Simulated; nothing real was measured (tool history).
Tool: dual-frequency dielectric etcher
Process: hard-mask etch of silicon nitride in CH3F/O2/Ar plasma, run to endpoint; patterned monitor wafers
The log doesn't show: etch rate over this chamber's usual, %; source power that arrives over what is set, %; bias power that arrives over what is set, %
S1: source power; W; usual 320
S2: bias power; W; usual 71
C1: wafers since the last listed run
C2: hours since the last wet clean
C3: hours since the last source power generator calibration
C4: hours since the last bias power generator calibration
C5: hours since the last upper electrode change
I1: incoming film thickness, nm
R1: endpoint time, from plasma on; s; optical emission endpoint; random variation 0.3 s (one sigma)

run	hour	S1	S2	C1	C2	C3	C4	C5	I1	R1
1	0	340	71	0	525	3825.5	4090.5	2072.9	34.28	52
2	19.6	340	71	295	544.6	3845.1	4110.1	2092.5	34.3	51.4
3	27.3	340	71	116	552.3	3852.8	4117.8	2100.2	34.74	52.2
4	44.7	370	71	262	569.7	3870.2	4135.2	2117.6	34.54	49.4
5	60.3	370	71	235	585.3	3885.8	4150.8	2133.2	34.46	49.1
6	66.3	370	71	90	591.3	3891.8	4156.8	2139.2	34.3	48.9
7	76	320	84	146	601	3901.5	4166.5	2148.9	34.54	50.3
8	117.2	260	71	621	642.2	3942.7	4207.7	2190.1	34.16	58.5
9	126.2	260	71	135	651.2	3951.7	4216.7	2199.1	34.52	59.4
10	139.2	260	71	195	664.2	3964.7	4229.7	2212.1	34.51	59.4
11	148.3	320	71	137	673.3	3973.8	4238.8	2221.2	35	53.9
# hour 176.8: upper electrode replaced, of another model than before
# hour 179.3: wet clean of the chamber
12	179.8	320	71	76	0.5	4005.3	4270.3	3	34.97	57.9
13	180.1	320	63	4	0.8	4005.6	4270.6	3.3	34.44	60.1
# hour 185.5: bias power generator calibrated
14	186.5	280	88	36	7.2	4012	1	9.7	34.61	55.7
15	200.9	270	55	217	21.6	4026.4	15.4	24.1	34.23	73.8
# hour 211.8: source power generator calibrated
16	212.3	300	71	111	33	0.5	26.8	35.5	34.39	59
17	218.4	290	84	91	39.1	6.6	32.9	41.6	34.64	55.5
18	248.4	320	71	452	69.1	36.6	62.9	71.6	34.29	55.9
19	256.2	270	60	117	76.9	44.4	70.7	79.4	34.44	70.5
20	293.2	320	64	557	113.9	81.4	107.7	116.4	34.63	59.6
21	303.8	280	71	159	124.5	92	118.3	127	34.61	62
22	318.6	260	71	223	139.3	106.8	133.1	141.8	34.9	67.1
23	334.8	280	63	244	155.5	123	149.3	158	34.9	67
24	348	320	57	199	168.7	136.2	162.5	171.2	34.33	62.6
25	364.7	320	71	251	185.4	152.9	179.2	187.9	34.76	55.7
26	375.9	260	80	168	196.6	164.1	190.4	199.1	34.8	62.2

3 ways to go on from here, each from the tool as it stands after run 26. What would each give?
A	376.3	320	71	6	197	164.5	190.8	199.5	34.55	?
B	376.3	250	71	6	197	164.5	190.8	199.5	34.55	?
C	376.3	340	57	6	197	164.5	190.8	199.5	34.55	?

run	R1
A	56.2
B	69.1
C	60.9
Without the tool's hidden state the same runs would have given:
run	R1
A	57
B	70.2
C	61.8

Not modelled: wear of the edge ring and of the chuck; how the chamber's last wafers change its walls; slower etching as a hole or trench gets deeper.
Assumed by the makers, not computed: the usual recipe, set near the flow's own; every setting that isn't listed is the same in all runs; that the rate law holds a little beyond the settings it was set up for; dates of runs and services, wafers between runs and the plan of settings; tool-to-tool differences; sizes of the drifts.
